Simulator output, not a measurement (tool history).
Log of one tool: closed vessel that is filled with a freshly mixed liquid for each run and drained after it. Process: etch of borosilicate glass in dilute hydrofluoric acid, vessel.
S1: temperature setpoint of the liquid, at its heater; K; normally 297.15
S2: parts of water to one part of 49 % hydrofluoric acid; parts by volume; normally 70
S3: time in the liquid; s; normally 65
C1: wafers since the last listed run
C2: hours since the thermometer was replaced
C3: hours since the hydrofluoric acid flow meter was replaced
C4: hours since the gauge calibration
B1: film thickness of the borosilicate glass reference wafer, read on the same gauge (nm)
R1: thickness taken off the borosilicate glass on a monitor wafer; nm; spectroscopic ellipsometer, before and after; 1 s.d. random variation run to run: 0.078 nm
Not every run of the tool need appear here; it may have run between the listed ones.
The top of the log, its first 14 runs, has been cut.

run 15 hour=1051.1 | S1=300.65 S2=45 S3=65 | C1=6640 C2=61.8 C3=1060.2 C4=536.4 | B1=150.01 | R1=32.57
run 16 hour=1121.3 | S1=295.15 S2=70 S3=90 | C1=8369 C2=132.0 C3=1130.4 C4=606.6 | B1=149.99 | R1=22.17
run 17 hour=1158.6 | S1=297.15 S2=95 S3=30 | C1=4446 C2=169.3 C3=1167.7 C4=643.9 | B1=150.01 | R1=5.66
run 18 hour=1201.7 | S1=297.15 S2=70 S3=90 | C1=5138 C2=212.4 C3=1210.8 C4=687.0 | B1=149.99 | R1=23.89
run 19 hour=1244.2 | S1=299.15 S2=70 S3=45 | C1=5066 C2=254.9 C3=1253.3 C4=729.5 | B1=149.98 | R1=12.80
run 20 hour=1286.7 | S1=295.65 S2=40 S3=75 | C1=5066 C2=297.4 C3=1295.8 C4=772.0 | B1=150.01 | R1=33.56
run 21 hour=1350.8 | S1=297.15 S2=55 S3=65 | C1=7641 C2=361.5 C3=1359.9 C4=836.1 | B1=149.99 | R1=22.05
-- hour=1398.7 hydrofluoric acid flow meter replaced
run 22 hour=1413.8 | S1=297.15 S2=70 S3=65 | C1=7391 C2=424.5 C3=15.1 C4=899.1 | B1=149.99 | R1=16.97
run 23 hour=1457.2 | S1=297.15 S2=70 S3=100 | C1=5174 C2=467.9 C3=58.5 C4=942.5 | B1=149.99 | R1=26.07
run 24 hour=1579.7 | S1=297.15 S2=60 S3=40 | C1=14604 C2=590.4 C3=181.0 C4=1065.0 | B1=149.99 | R1=12.23
run 25 hour=1636.0 | S1=297.15 S2=90 S3=105 | C1=6711 C2=646.7 C3=237.3 C4=1121.3 | B1=150.00 | R1=20.38
run 26 hour=1691.0 | S1=297.15 S2=70 S3=65 | C1=6556 C2=701.7 C3=292.3 C4=1176.3 | B1=150.00 | R1=16.58

Run 27 has not been measured yet. What should we expect?
run 27 hour=1734.1 | S1=297.15 S2=70 S3=65 | C1=5138 C2=744.8 C3=335.4 C4=1219.4 | B1=? | R1=?

For run 27 the tool returned B1 150.01, R1 16.44 nm.
On a tool with no hidden condition, and with the same random variation, this run would have come out at R1 17.64 nm.

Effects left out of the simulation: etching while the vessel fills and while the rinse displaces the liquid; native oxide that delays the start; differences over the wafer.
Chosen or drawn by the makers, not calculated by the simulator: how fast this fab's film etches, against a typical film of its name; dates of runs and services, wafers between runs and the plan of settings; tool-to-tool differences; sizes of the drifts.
